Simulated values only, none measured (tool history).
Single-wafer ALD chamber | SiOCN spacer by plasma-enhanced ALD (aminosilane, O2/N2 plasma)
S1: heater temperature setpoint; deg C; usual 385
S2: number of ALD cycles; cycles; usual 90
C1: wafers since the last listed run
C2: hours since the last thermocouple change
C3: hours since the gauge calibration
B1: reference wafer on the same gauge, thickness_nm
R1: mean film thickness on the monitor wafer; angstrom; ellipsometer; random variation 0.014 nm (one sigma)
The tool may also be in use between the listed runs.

| run | hour | S1 | S2 | C1 | C2 | C3 | B1 | R1 |
|---|---|---|---|---|---|---|---|---|
| 1 | 0 | 396 | 90 | 0 | 936.6 | 302.7 | 5.748 | 56.73 |
| 2 | 55.8 | 385 | 90 | 150 | 992.4 | 358.5 | 5.753 | 56.84 |
| 3 | 158.7 | 385 | 90 | 278 | 1095.3 | 461.4 | 5.765 | 56.92 |
| 4 | 256.2 | 385 | 90 | 263 | 1192.8 | 558.9 | 5.77 | 56.83 |
| 5 | 301.2 | 385 | 90 | 121 | 1237.8 | 603.9 | 5.773 | 56.88 |
| 6 | 340.5 | 385 | 90 | 106 | 1277.1 | 643.2 | 5.779 | 57.1 |
| 7 | 424.3 | 385 | 90 | 226 | 1360.9 | 727 | 5.784 | 56.91 |
| 8 | 464.7 | 381 | 98 | 109 | 1401.3 | 767.4 | 5.788 | 62.25 |
| 9 | 530.2 | 381 | 98 | 177 | 1466.8 | 832.9 | 5.791 | 62.11 |
| 10 | 634.7 | 381 | 98 | 282 | 1571.3 | 937.4 | 5.799 | 62.31 |
| 11 | 957.8 | 385 | 90 | 873 | 1894.4 | 1260.5 | 5.822 | 57.41 |
|  | 998.7 | thermocouple changed; heater temperature recalibrated |
| 12 | 1002.7 | 385 | 90 | 99 | 4 | 1305.4 | 5.826 | 57.44 |
| 13 | 1041.9 | 385 | 90 | 106 | 43.2 | 1344.6 | 5.83 | 57.65 |
| 14 | 1140.1 | 385 | 90 | 265 | 141.4 | 1442.8 | 5.837 | 57.52 |
| 15 | 1220.8 | 385 | 90 | 218 | 222.1 | 1523.5 | 5.845 | 57.78 |
| 16 | 1282.8 | 397 | 101 | 167 | 284.1 | 1585.5 | 5.85 | 64.75 |
| 17 | 1353.5 | 397 | 101 | 191 | 354.8 | 1656.2 | 5.854 | 64.72 |
| 18 | 1421 | 397 | 101 | 182 | 422.3 | 1723.7 | 5.859 | 64.84 |
| 19 | 1506.6 | 385 | 90 | 231 | 507.9 | 1809.3 | 5.862 | 57.92 |
| 20 | 1582 | 385 | 90 | 203 | 583.3 | 1884.7 | 5.872 | 58.07 |
|  | 1615.5 | gauge calibrated |
| 21 | 1622.4 | 385 | 90 | 109 | 623.7 | 6.9 | 5.765 | 56.83 |
| 22 | 1708.5 | 380 | 104 | 232 | 709.8 | 93 | 5.773 | 66.04 |
| 23 | 1816.9 | 385 | 74 | 293 | 818.2 | 201.4 | 5.78 | 47.11 |
| 24 | 1867.6 | 385 | 90 | 137 | 868.9 | 252.1 | 5.785 | 56.93 |
| 25 | 1908.6 | 385 | 90 | 110 | 909.9 | 293.1 | 5.785 | 56.93 |
| 26 | 1978.3 | 392 | 95 | 188 | 979.6 | 362.8 | 5.79 | 60.29 |
| 27 | 2030.9 | 385 | 90 | 142 | 1032.2 | 415.4 | 5.798 | 57.12 |
| 28 | 2088.1 | 385 | 90 | 154 | 1089.4 | 472.6 | 5.8 | 57.16 |
| 29 | 2131 | 385 | 85 | 116 | 1132.3 | 515.5 | 5.803 | 54.22 |
| 30 | 2235.2 | 390 | 81 | 281 | 1236.5 | 619.7 | 5.814 | 51.49 |
| 31 | 2310.1 | 385 | 82 | 202 | 1311.4 | 694.6 | 5.816 | 52.3 |
| 32 | 2387.8 | 377 | 100 | 210 | 1389.1 | 772.3 | 5.824 | 63.92 |
| 33 | 2441.6 | 385 | 80 | 145 | 1442.9 | 826.1 | 5.829 | 50.99 |
| 34 | 2535.1 | 390 | 77 | 252 | 1536.4 | 919.6 | 5.835 | 49.36 |
| 35 | 2632.1 | 385 | 85 | 262 | 1633.4 | 1016.6 | 5.843 | 54.58 |
| 36 | 2725.6 | 371 | 100 | 252 | 1726.9 | 1110.1 | 5.851 | 64.33 |
| 37 | 2785.5 | 392 | 77 | 162 | 1786.8 | 1170 | 5.855 | 49.58 |
| 38 | 2882 | 385 | 84 | 261 | 1883.3 | 1266.5 | 5.863 | 53.81 |
| 39 | 2957.2 | 375 | 97 | 203 | 1958.5 | 1341.7 | 5.868 | 62.15 |
| 40 | 2994.3 | 372 | 105 | 100 | 1995.6 | 1378.8 | 5.869 | 67.62 |
| 41 | 3085.2 | 394 | 100 | 245 | 2086.5 | 1469.7 | 5.88 | 64.87 |
|  | 3110.7 | thermocouple changed; heater temperature recalibrated |
| 42 | 3168.4 | 392 | 77 | 203 | 57.7 | 1552.9 | 5.882 | 49.67 |
| 43 | 3249.6 | 385 | 90 | 219 | 138.9 | 1634.1 | 5.888 | 58.35 |

Forecast each of these 4 alternatives for the next run:
| A | 3250.2 | 385 | 90 | 1 | 139.5 | 1634.7 | ? | ? |
| B | 3250.2 | 372 | 85 | 1 | 139.5 | 1634.7 | ? | ? |
| C | 3250.2 | 385 | 100 | 1 | 139.5 | 1634.7 | ? | ? |
| D | 3250.2 | 380 | 103 | 1 | 139.5 | 1634.7 | ? | ? |

| run | B1 | R1 |
|---|---|---|
| A | 5.891 | 58.28 |
| B | 5.891 | 55.04 |
| C | 5.891 | 64.76 |
| D | 5.891 | 66.7 |
Without the tool's hidden state the same runs would have given:
| run | R1 |
|---|---|
| A | 56.89 |
| B | 53.73 |
| C | 63.21 |
| D | 65.11 |
